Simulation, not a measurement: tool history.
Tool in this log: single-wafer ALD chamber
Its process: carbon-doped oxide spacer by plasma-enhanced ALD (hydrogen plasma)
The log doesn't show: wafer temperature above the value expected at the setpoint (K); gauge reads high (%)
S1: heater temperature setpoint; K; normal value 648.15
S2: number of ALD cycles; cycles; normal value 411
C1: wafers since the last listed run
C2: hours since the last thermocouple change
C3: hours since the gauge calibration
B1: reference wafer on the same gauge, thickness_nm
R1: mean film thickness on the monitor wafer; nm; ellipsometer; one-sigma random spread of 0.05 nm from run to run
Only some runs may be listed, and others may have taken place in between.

run,hour,S1,S2,C1,C2,C3,B1,R1
1,0.0,648.15,411,0,1200.0,685.0,21.046,20.793
2,35.7,648.15,411,24,1235.7,720.7,21.056,20.660
3,100.1,648.15,411,43,1300.1,785.1,21.071,20.729
4,148.9,648.15,345,32,1348.9,833.9,21.067,17.415
5,220.3,648.15,345,48,1420.3,905.3,21.102,17.416
6,272.8,648.15,345,35,1472.8,957.8,21.100,17.393
7,302.7,648.15,411,20,1502.7,987.7,21.114,20.662
# hour 410.2: gauge calibrated
8,493.2,648.15,411,128,1693.2,83.0,20.681,20.407
# hour 522.1: thermocouple changed; heater temperature recalibrated
9,654.3,648.15,411,102,132.2,244.1,20.857,20.535
10,710.6,653.15,385,37,188.5,300.4,20.908,19.310
11,767.2,636.15,411,38,245.1,357.0,20.950,20.570
12,809.8,658.15,411,28,287.7,399.6,20.962,20.616
13,861.9,661.15,411,35,339.8,451.7,21.000,20.706
14,922.5,638.15,345,40,400.4,512.3,21.030,17.423
15,975.7,648.15,345,35,453.6,565.5,21.057,17.293
16,1009.7,657.15,465,22,487.6,599.5,21.070,23.448

Below are 5 alternative next runs, each starting from the tool's condition after run 16. Predict each:
A,1010.7,648.15,411,0,488.6,600.5,?,?
B,1010.7,641.15,472,0,488.6,600.5,?,?
C,1010.7,635.15,390,0,488.6,600.5,?,?
D,1010.7,633.15,360,0,488.6,600.5,?,?
E,1010.7,643.15,451,0,488.6,600.5,?,?

run,B1,R1
A,21.081,20.722
B,21.081,23.798
C,21.081,19.663
D,21.081,18.151
E,21.081,22.739
What these runs would have given with no unlogged condition in the tool:
run,R1
A,20.166
B,23.159
C,19.136
D,17.664
E,22.129

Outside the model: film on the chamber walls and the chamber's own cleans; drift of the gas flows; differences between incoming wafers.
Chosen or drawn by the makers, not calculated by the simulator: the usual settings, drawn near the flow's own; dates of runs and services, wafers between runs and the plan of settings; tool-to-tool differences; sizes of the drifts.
